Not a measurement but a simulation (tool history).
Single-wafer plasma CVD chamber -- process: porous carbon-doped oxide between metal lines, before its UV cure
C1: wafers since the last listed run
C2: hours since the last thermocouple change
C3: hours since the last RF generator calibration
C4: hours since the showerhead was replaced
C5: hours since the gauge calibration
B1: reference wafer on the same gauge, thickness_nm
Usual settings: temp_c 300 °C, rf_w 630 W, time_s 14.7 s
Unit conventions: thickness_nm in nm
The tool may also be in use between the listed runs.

Run 1, day 0: usual settings; C1 0; C2 756.2; C3 2269.6; C4 2445.4; C5 125.2; B1 96.65. Result: thickness_nm 89.983 nm.
Run 2, day 1.229: usual settings but rf_w 550 W; C1 911; C2 785.7; C3 2299.1; C4 2474.9; C5 154.7; B1 96.772. Result: thickness_nm 78.669 nm.
Run 3, day 2.192: usual settings but rf_w 550 W; C1 713; C2 808.8; C3 2322.2; C4 2498; C5 177.8; B1 96.965. Result: thickness_nm 78.495 nm.
Run 4, day 3.675: usual settings but rf_w 690 W; C1 1099; C2 844.4; C3 2357.8; C4 2533.6; C5 213.4; B1 97.091. Result: thickness_nm 98.766 nm.
Run 5, day 4.533: usual settings but time_s 12.8 s; C1 636; C2 865; C3 2378.4; C4 2554.2; C5 234; B1 97.096. Result: thickness_nm 79.273 nm.
Run 6, day 6.029: usual settings; C1 1108; C2 900.9; C3 2414.3; C4 2590.1; C5 269.9; B1 97.182. Result: thickness_nm 90.431 nm.
Run 7, day 6.862: usual settings; C1 617; C2 920.9; C3 2434.3; C4 2610.1; C5 289.9; B1 97.244. Result: thickness_nm 90.476 nm.
At day 8.262: RF generator calibrated.
Run 8, day 8.283: usual settings; C1 806; C2 955; C3 0.5; C4 2644.2; C5 324; B1 97.303. Result: thickness_nm 90.695 nm.
Run 9, day 8.962: usual settings; C1 503; C2 971.3; C3 16.8; C4 2660.5; C5 340.3; B1 97.254. Result: thickness_nm 90.478 nm.
Run 10, day 10.117: usual settings; C1 855; C2 999; C3 44.5; C4 2688.2; C5 368; B1 97.269. Result: thickness_nm 90.402 nm.
Run 11, day 10.738: usual settings but temp_c 290 °C, rf_w 660 W, time_s 16.7 s; C1 460; C2 1013.9; C3 59.4; C4 2703.1; C5 382.9; B1 97.331. Result: thickness_nm 114.117 nm.
Run 12, day 11.429: usual settings but temp_c 292 °C, rf_w 750 W, time_s 17 s; C1 512; C2 1030.5; C3 76; C4 2719.7; C5 399.5; B1 97.504. Result: thickness_nm 129.541 nm.
At day 12.471: thermocouple changed; heater temperature recalibrated.
Run 13, day 12.492: usual settings; C1 540; C2 0.5; C3 101.5; C4 2745.2; C5 425; B1 97.425. Result: thickness_nm 90.52 nm.
At day 13: gauge calibrated.
Run 14, day 13.258: usual settings but temp_c 286 °C; C1 568; C2 18.9; C3 119.9; C4 2763.6; C5 6.2; B1 95.841. Result: thickness_nm 97.785 nm.
Run 15, day 17.492: usual settings but rf_w 670 W, time_s 16.3 s; C1 3138; C2 120.5; C3 221.5; C4 2865.2; C5 107.8; B1 96.728. Result: thickness_nm 105.122 nm.
At day 18.221: showerhead replaced.
Run 16, day 18.6: usual settings but temp_c 290 °C, rf_w 740 W, time_s 12 s; C1 574; C2 147.1; C3 248.1; C4 9.1; C5 134.4; B1 96.915. Result: thickness_nm 92.063 nm.
Run 17, day 20.008: usual settings; C1 1044; C2 180.9; C3 281.9; C4 42.9; C5 168.2; B1 97.014. Result: thickness_nm 90.1 nm.
Run 18, day 22.4: usual settings but temp_c 314 °C; C1 1773; C2 238.3; C3 339.3; C4 100.3; C5 225.6; B1 97.239. Result: thickness_nm 82.753 nm.
Run 19, day 23.762: usual settings; C1 1010; C2 271; C3 372; C4 133; C5 258.3; B1 97.304. Result: thickness_nm 90.142 nm.
Run 20, day 25.162: usual settings but time_s 17 s; C1 1037; C2 304.6; C3 405.6; C4 166.6; C5 291.9; B1 97.322. Result: thickness_nm 104.442 nm.

Some steps in thickness_nm, run to run, broken into two amounts with sign: the step expected even without the hidden condition (settings, incoming material, random variation), and the rest, left for the hidden condition together with whatever gauge scatter is not in both the measured and the hidden-condition-free result:
The hidden state here: wafer temperature above the value expected at the setpoint (K); delivered RF power above the setpoint (%); gauge reads high (%).
Run 10 -> 11: temp_c 300 -> 290, rf_w 630 -> 660, time_s 14.7 -> 16.7. thickness_nm +23.715 nm: hidden state +0.44, all else +23.275.
Run 12 -> 13: temp_c 292 -> 300, rf_w 750 -> 630, time_s 17 -> 14.7, thermocouple changed; heater temperature recalibrated. thickness_nm -39.021 nm: hidden state -0.688, all else -38.333.
Run 13 -> 14: temp_c 300 -> 286, gauge calibrated. thickness_nm +7.265 nm: hidden state -1.42, all else +8.685.
Run 14 -> 15: temp_c 286 -> 300, rf_w 630 -> 670, time_s 14.7 -> 16.3. thickness_nm +7.337 nm: hidden state +0.951, all else +6.386.

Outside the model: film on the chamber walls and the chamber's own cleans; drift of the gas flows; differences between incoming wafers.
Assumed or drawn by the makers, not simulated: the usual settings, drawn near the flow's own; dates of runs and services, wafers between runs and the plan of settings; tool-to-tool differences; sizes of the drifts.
